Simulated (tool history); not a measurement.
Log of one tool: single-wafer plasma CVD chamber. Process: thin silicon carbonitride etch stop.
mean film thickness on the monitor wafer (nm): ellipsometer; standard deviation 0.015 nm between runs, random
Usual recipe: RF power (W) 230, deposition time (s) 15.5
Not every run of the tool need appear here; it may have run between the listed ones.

run	hour	RF power (W)	deposition time (s)	wafers since the last listed run	hours since the last thermocouple change	hours since the last RF generator calibration	hours since the showerhead was replaced	hours since the gauge calibration	read-back reference wafer on the same gauge, thickness_nm	mean film thickness on the monitor wafer (nm)
1	0.0	230	17.9	0	2038.3	1463.4	6754.3	235.6	11.269	11.672
2	10.7	230	17.9	288	2049.0	1474.1	6765.0	246.3	11.270	11.695
3	22.8	230	17.9	326	2061.1	1486.2	6777.1	258.4	11.279	11.724
4	40.6	230	15.5	479	2078.9	1504.0	6794.9	276.2	11.286	10.119
5	49.3	230	15.5	234	2087.6	1512.7	6803.6	284.9	11.285	10.129
6	59.6	255	15.5	277	2097.9	1523.0	6813.9	295.2	11.284	10.407
7	70.4	200	15.5	291	2108.7	1533.8	6824.7	306.0	11.292	9.810
8	77.4	200	15.5	188	2115.7	1540.8	6831.7	313.0	11.291	9.823
9	91.8	230	15.5	388	2130.1	1555.2	6846.1	327.4	11.302	10.151
10	100.1	230	15.5	223	2138.4	1563.5	6854.4	335.7	11.304	10.131
# hour 107.3: gauge calibrated
11	117.1	230	15.5	458	2155.4	1580.5	6871.4	9.8	11.190	10.031
12	134.6	230	15.5	471	2172.9	1598.0	6888.9	27.3	11.199	10.059
# hour 155.0: thermocouple changed; heater temperature recalibrated
# hour 163.4: RF generator calibrated
13	163.9	230	15.5	358	8.9	0.5	6918.2	56.6	11.209	10.064
14	164.2	230	13.9	8	9.2	0.8	6918.5	56.9	11.209	9.023
15	164.5	275	12.4	8	9.5	1.1	6918.8	57.2	11.209	8.425
16	181.0	215	15.5	444	26.0	17.6	6935.3	73.7	11.211	9.902
17	188.0	190	14.4	188	33.0	24.6	6942.3	80.7	11.213	8.940
18	198.5	250	12.8	283	43.5	35.1	6952.8	91.2	11.221	8.502
19	205.9	265	17.6	199	50.9	42.5	6960.2	98.6	11.222	11.841
20	214.5	255	16.6	231	59.5	51.1	6968.8	107.2	11.224	11.058
21	228.4	230	15.5	374	73.4	65.0	6982.7	121.1	11.228	10.093
# hour 251.2: showerhead replaced
22	251.7	230	15.5	412	96.7	88.3	0.5	144.4	11.236	10.076
23	259.6	205	16.7	212	104.6	96.2	8.4	152.3	11.237	10.573
24	276.9	245	13.2	466	121.9	113.5	25.7	169.6	11.243	8.736
25	291.3	230	14.1	388	136.3	127.9	40.1	184.0	11.251	9.191
26	297.7	230	17.8	172	142.7	134.3	46.5	190.4	11.249	11.567
27	310.1	230	15.5	334	155.1	146.7	58.9	202.8	11.252	10.134
28	316.3	200	14.5	167	161.3	152.9	65.1	209.0	11.259	9.157

Per-run results on a tool with no hidden state, each run keeping its own random variation:
The hidden state here: wafer temperature above the value expected at the setpoint (K); delivered RF power above the setpoint (%); gauge reads high (%).
run	mean film thickness on the monitor wafer (nm)
1	11.603
2	11.622
3	11.646
4	10.047
5	10.054
6	10.328
7	9.732
8	9.742
9	10.064
10	10.042
11	10.038
12	10.061
13	10.057
14	9.017
15	8.419
16	9.890
17	8.927
18	8.488
19	11.819
20	11.034
21	10.068
22	10.044
23	10.537
24	8.702
25	9.151
26	11.515
27	10.085
28	9.111
